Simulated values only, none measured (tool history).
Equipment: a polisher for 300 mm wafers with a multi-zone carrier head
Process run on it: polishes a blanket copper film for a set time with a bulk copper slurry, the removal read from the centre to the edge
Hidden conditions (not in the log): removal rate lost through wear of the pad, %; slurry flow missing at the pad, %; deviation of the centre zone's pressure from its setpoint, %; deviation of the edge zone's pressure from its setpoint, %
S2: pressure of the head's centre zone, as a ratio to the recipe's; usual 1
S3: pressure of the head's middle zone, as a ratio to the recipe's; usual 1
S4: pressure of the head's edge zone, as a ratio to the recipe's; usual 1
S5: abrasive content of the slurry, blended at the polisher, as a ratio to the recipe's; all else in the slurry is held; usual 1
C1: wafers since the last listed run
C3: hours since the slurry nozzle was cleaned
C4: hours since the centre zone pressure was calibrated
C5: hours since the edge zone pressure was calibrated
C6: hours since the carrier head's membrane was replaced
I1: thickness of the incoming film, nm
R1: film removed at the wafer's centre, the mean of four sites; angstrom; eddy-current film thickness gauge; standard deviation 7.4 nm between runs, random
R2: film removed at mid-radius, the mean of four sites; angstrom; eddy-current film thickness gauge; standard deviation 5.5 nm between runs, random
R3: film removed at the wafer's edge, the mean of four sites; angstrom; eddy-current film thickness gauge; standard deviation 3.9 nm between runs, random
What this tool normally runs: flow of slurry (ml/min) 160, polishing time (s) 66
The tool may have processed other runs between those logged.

run 1 hour=0 | flow_of_slurry_(ml/min)=160 S2=1 S3=1 S4=0.94 S5=1 polishing_time_(s)=66 | C1=0 wafers_polished_on_this_pad=514 C3=514.5 C4=940.3 C5=783.8 C6=1052.5 | I1=2577 | R1=5799 R2=5826 R3=5522
run 2 hour=13.8 | flow_of_slurry_(ml/min)=160 S2=1 S3=1 S4=0.94 S5=1 polishing_time_(s)=66 | C1=136 wafers_polished_on_this_pad=651 C3=528.3 C4=954.1 C5=797.6 C6=1066.3 | I1=2520.1 | R1=5824 R2=5658 R3=5442
run 3 hour=26 | flow_of_slurry_(ml/min)=160 S2=1 S3=1 S4=1 S5=1 polishing_time_(s)=66 | C1=120 wafers_polished_on_this_pad=772 C3=540.5 C4=966.3 C5=809.8 C6=1078.5 | I1=2544.9 | R1=5770 R2=5648 R3=5582
run 4 hour=34.5 | flow_of_slurry_(ml/min)=160 S2=1 S3=1 S4=1 S5=1 polishing_time_(s)=66 | C1=84 wafers_polished_on_this_pad=856 C3=549 C4=974.8 C5=818.3 C6=1087 | I1=2496.9 | R1=5756 R2=5514 R3=5478
run 5 hour=48.2 | flow_of_slurry_(ml/min)=160 S2=1 S3=1 S4=1 S5=1 polishing_time_(s)=66 | C1=135 wafers_polished_on_this_pad=992 C3=562.7 C4=988.5 C5=832 C6=1100.7 | I1=2555.2 | R1=5529 R2=5526 R3=5546
run 6 hour=61.5 | flow_of_slurry_(ml/min)=160 S2=1 S3=1 S4=1 S5=1 polishing_time_(s)=66 | C1=131 wafers_polished_on_this_pad=1124 C3=576 C4=1001.8 C5=845.3 C6=1114 | I1=2529.9 | R1=5740 R2=5546 R3=5460
run 7 hour=73.3 | flow_of_slurry_(ml/min)=160 S2=1 S3=1 S4=1 S5=1 polishing_time_(s)=66 | C1=116 wafers_polished_on_this_pad=1240 C3=587.8 C4=1013.6 C5=857.1 C6=1125.8 | I1=2503 | R1=5562 R2=5501 R3=5453
run 8 hour=89.5 | flow_of_slurry_(ml/min)=160 S2=1 S3=1 S4=1 S5=1 polishing_time_(s)=66 | C1=160 wafers_polished_on_this_pad=1401 C3=604 C4=1029.8 C5=873.3 C6=1142 | I1=2515.2 | R1=5660 R2=5577 R3=5488
-- hour=98.3 worn pad replaced by a new one
run 9 hour=99.3 | flow_of_slurry_(ml/min)=195 S2=1 S3=1 S4=1 S5=1 polishing_time_(s)=66 | C1=57 wafers_polished_on_this_pad=10 C3=613.8 C4=1039.6 C5=883.1 C6=1151.8 | I1=2483.2 | R1=6631 R2=6536 R3=6322
run 10 hour=113.3 | flow_of_slurry_(ml/min)=195 S2=1 S3=1 S4=1 S5=1 polishing_time_(s)=66 | C1=138 wafers_polished_on_this_pad=148 C3=627.8 C4=1053.6 C5=897.1 C6=1165.8 | I1=2526.9 | R1=6326 R2=6237 R3=6043
-- hour=128.2 carrier head's membrane replaced by a new one
run 11 hour=128.7 | flow_of_slurry_(ml/min)=195 S2=1 S3=1 S4=1 S5=1 polishing_time_(s)=66 | C1=102 wafers_polished_on_this_pad=251 C3=643.2 C4=1069 C5=912.5 C6=0.5 | I1=2565.7 | R1=6181 R2=6151 R3=5937
run 12 hour=144.5 | flow_of_slurry_(ml/min)=160 S2=1 S3=1 S4=1 S5=1 polishing_time_(s)=66 | C1=156 wafers_polished_on_this_pad=408 C3=659 C4=1084.8 C5=928.3 C6=16.3 | I1=2528.8 | R1=5996 R2=5758 R3=5676
run 13 hour=153.9 | flow_of_slurry_(ml/min)=160 S2=1 S3=1 S4=1.06 S5=0.9 polishing_time_(s)=66 | C1=93 wafers_polished_on_this_pad=501 C3=668.4 C4=1094.2 C5=937.7 C6=25.7 | I1=2522.4 | R1=5693 R2=5545 R3=5627
run 14 hour=165.4 | flow_of_slurry_(ml/min)=160 S2=1 S3=1 S4=1 S5=1 polishing_time_(s)=47 | C1=113 wafers_polished_on_this_pad=615 C3=679.9 C4=1105.7 C5=949.2 C6=37.2 | I1=2524.5 | R1=4129 R2=4033 R3=3976
-- hour=171.5 slurry nozzle cleaned
run 15 hour=179.8 | flow_of_slurry_(ml/min)=160 S2=1 S3=1 S4=1 S5=1 polishing_time_(s)=66 | C1=132 wafers_polished_on_this_pad=748 C3=8.3 C4=1120.1 C5=963.6 C6=51.6 | I1=2556 | R1=5714 R2=5604 R3=5545
run 16 hour=192 | flow_of_slurry_(ml/min)=175 S2=1 S3=1 S4=1 S5=1 polishing_time_(s)=66 | C1=120 wafers_polished_on_this_pad=868 C3=20.5 C4=1132.3 C5=975.8 C6=63.8 | I1=2506.9 | R1=5821 R2=5739 R3=5572
run 17 hour=199.1 | flow_of_slurry_(ml/min)=210 S2=1.07 S3=0.94 S4=1 S5=1.3 polishing_time_(s)=66 | C1=70 wafers_polished_on_this_pad=939 C3=27.6 C4=1139.4 C5=982.9 C6=70.9 | I1=2505.6 | R1=6961 R2=5963 R3=6171
-- hour=212.2 centre zone pressure recalibrated
-- hour=214.3 edge zone pressure recalibrated
run 18 hour=214.8 | flow_of_slurry_(ml/min)=160 S2=1.04 S3=1.11 S4=1 S5=1.1 polishing_time_(s)=51 | C1=115 wafers_polished_on_this_pad=1055 C3=43.3 C4=2.6 C5=0.5 C6=86.6 | I1=2580.9 | R1=4609 R2=4918 R3=4322

Predict the results of run 19:
run 19 hour=218.3 | flow_of_slurry_(ml/min)=160 S2=1 S3=0.91 S4=1 S5=0.8 polishing_time_(s)=66 | C1=34 wafers_polished_on_this_pad=1089 C3=46.8 C4=6.1 C5=4 C6=90.1 | I1=2548.8 | R1=? R2=? R3=?

R1: 5320 angstrom
R2: 4745 angstrom
R3: 5136 angstrom
On a tool with no hidden condition, and with the same random variation, this run would have come out at R1 6040 angstrom, R2 5386 angstrom, R3 5831 angstrom.

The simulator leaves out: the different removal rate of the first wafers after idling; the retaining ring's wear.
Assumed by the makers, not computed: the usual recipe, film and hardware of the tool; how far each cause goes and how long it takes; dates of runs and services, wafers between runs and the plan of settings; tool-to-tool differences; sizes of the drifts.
